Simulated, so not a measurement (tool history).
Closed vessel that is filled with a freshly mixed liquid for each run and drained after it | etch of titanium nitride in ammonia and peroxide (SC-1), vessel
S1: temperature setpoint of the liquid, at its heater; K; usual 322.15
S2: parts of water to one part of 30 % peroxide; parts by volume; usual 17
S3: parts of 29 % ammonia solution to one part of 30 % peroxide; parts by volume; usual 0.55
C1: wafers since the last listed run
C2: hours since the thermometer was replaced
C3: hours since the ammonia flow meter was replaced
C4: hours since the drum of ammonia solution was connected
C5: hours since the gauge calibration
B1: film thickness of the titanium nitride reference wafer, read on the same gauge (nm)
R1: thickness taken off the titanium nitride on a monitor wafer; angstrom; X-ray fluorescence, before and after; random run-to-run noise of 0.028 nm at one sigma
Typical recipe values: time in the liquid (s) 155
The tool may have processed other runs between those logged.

run 1 day=0 | S1=322.15 S2=19 S3=0.55 time_in_the_liquid_(s)=155 | C1=0 C2=1438.4 C3=849 C4=715.9 C5=1599.4 | B1=100.02 | R1=53
-- day=0.446 ammonia flow meter replaced
run 2 day=1.512 | S1=322.15 S2=12.5 S3=0.55 time_in_the_liquid_(s)=155 | C1=2259 C2=1474.7 C3=25.6 C4=752.2 C5=1635.7 | B1=100.02 | R1=66
-- day=5.371 new drum of ammonia solution connected
run 3 day=5.458 | S1=322.15 S2=12.5 S3=0.55 time_in_the_liquid_(s)=155 | C1=5997 C2=1569.4 C3=120.3 C4=2.1 C5=1730.4 | B1=99.99 | R1=67.7
run 4 day=16.762 | S1=322.15 S2=12.5 S3=0.55 time_in_the_liquid_(s)=155 | C1=17365 C2=1840.7 C3=391.6 C4=273.4 C5=2001.7 | B1=100 | R1=66.6
-- day=19.871 thermometer replaced
run 5 day=23.317 | S1=322.15 S2=17 S3=0.55 time_in_the_liquid_(s)=155 | C1=10004 C2=82.7 C3=548.9 C4=430.7 C5=2159 | B1=99.98 | R1=55.9
run 6 day=30.742 | S1=322.15 S2=17 S3=0.55 time_in_the_liquid_(s)=155 | C1=11406 C2=260.9 C3=727.1 C4=608.9 C5=2337.2 | B1=99.99 | R1=56
run 7 day=32.358 | S1=322.15 S2=17 S3=0.55 time_in_the_liquid_(s)=155 | C1=2483 C2=299.7 C3=765.9 C4=647.7 C5=2376 | B1=99.99 | R1=56
run 8 day=35.238 | S1=322.15 S2=20 S3=0.55 time_in_the_liquid_(s)=155 | C1=4422 C2=368.8 C3=835 C4=716.8 C5=2445.1 | B1=100 | R1=50.8
-- day=35.717 new drum of ammonia solution connected
-- day=36.925 ammonia flow meter replaced
run 9 day=38.438 | S1=322.15 S2=17 S3=0.55 time_in_the_liquid_(s)=155 | C1=4787 C2=445.6 C3=36.3 C4=65.3 C5=2521.9 | B1=100 | R1=56.5
run 10 day=40.95 | S1=322.15 S2=13 S3=0.55 time_in_the_liquid_(s)=155 | C1=3859 C2=505.9 C3=96.6 C4=125.6 C5=2582.2 | B1=100 | R1=65.2
run 11 day=44.721 | S1=322.15 S2=17 S3=0.55 time_in_the_liquid_(s)=225 | C1=5792 C2=596.4 C3=187.1 C4=216.1 C5=2672.7 | B1=100 | R1=82.6
-- day=51.338 gauge calibrated
run 12 day=52.238 | S1=315.15 S2=20 S3=0.65 time_in_the_liquid_(s)=125 | C1=11547 C2=776.8 C3=367.5 C4=396.5 C5=21.6 | B1=100 | R1=25.9
run 13 day=54.979 | S1=322.15 S2=17 S3=0.55 time_in_the_liquid_(s)=95 | C1=4211 C2=842.6 C3=433.3 C4=462.3 C5=87.4 | B1=100 | R1=34.4
run 14 day=56.7 | S1=326.65 S2=17 S3=0.55 time_in_the_liquid_(s)=250 | C1=2643 C2=883.9 C3=474.6 C4=503.6 C5=128.7 | B1=99.97 | R1=122.6
run 15 day=58.742 | S1=315.15 S2=20 S3=0.65 time_in_the_liquid_(s)=125 | C1=3136 C2=932.9 C3=523.6 C4=552.6 C5=177.7 | B1=100.01 | R1=25.8
run 16 day=60.729 | S1=319.15 S2=17 S3=0.25 time_in_the_liquid_(s)=95 | C1=3053 C2=980.6 C3=571.3 C4=600.3 C5=225.4 | B1=100.02 | R1=23.9
run 17 day=64.096 | S1=319.65 S2=21.5 S3=0.55 time_in_the_liquid_(s)=155 | C1=5171 C2=1061.4 C3=652.1 C4=681.1 C5=306.2 | B1=99.99 | R1=41.1
run 18 day=68.538 | S1=314.65 S2=17 S3=0.55 time_in_the_liquid_(s)=155 | C1=6823 C2=1168 C3=758.7 C4=787.7 C5=412.8 | B1=100.01 | R1=32.6
-- day=73.296 new drum of ammonia solution connected
-- day=73.367 ammonia flow meter replaced
run 19 day=73.667 | S1=330.65 S2=17 S3=0.55 time_in_the_liquid_(s)=90 | C1=7751 C2=1291.1 C3=7.2 C4=8.9 C5=535.9 | B1=100.01 | R1=58.8
run 20 day=77.967 | S1=322.15 S2=17 S3=0.55 time_in_the_liquid_(s)=155 | C1=6605 C2=1394.3 C3=110.4 C4=112.1 C5=639.1 | B1=100 | R1=57
run 21 day=79.633 | S1=328.65 S2=17 S3=0.55 time_in_the_liquid_(s)=155 | C1=2560 C2=1434.3 C3=150.4 C4=152.1 C5=679.1 | B1=100 | R1=88.4

For run 22, what comes out?
run 22 day=81.438 | S1=314.65 S2=11 S3=0.55 time_in_the_liquid_(s)=80 | C1=2771 C2=1477.6 C3=193.7 C4=195.4 C5=722.4 | B1=? | R1=?

{"run 22": {"B1": 100.01, "R1": 21.7}}
With the hidden condition absent and the run-to-run variation left alone, this run would have shown R1 21.8 angstrom.
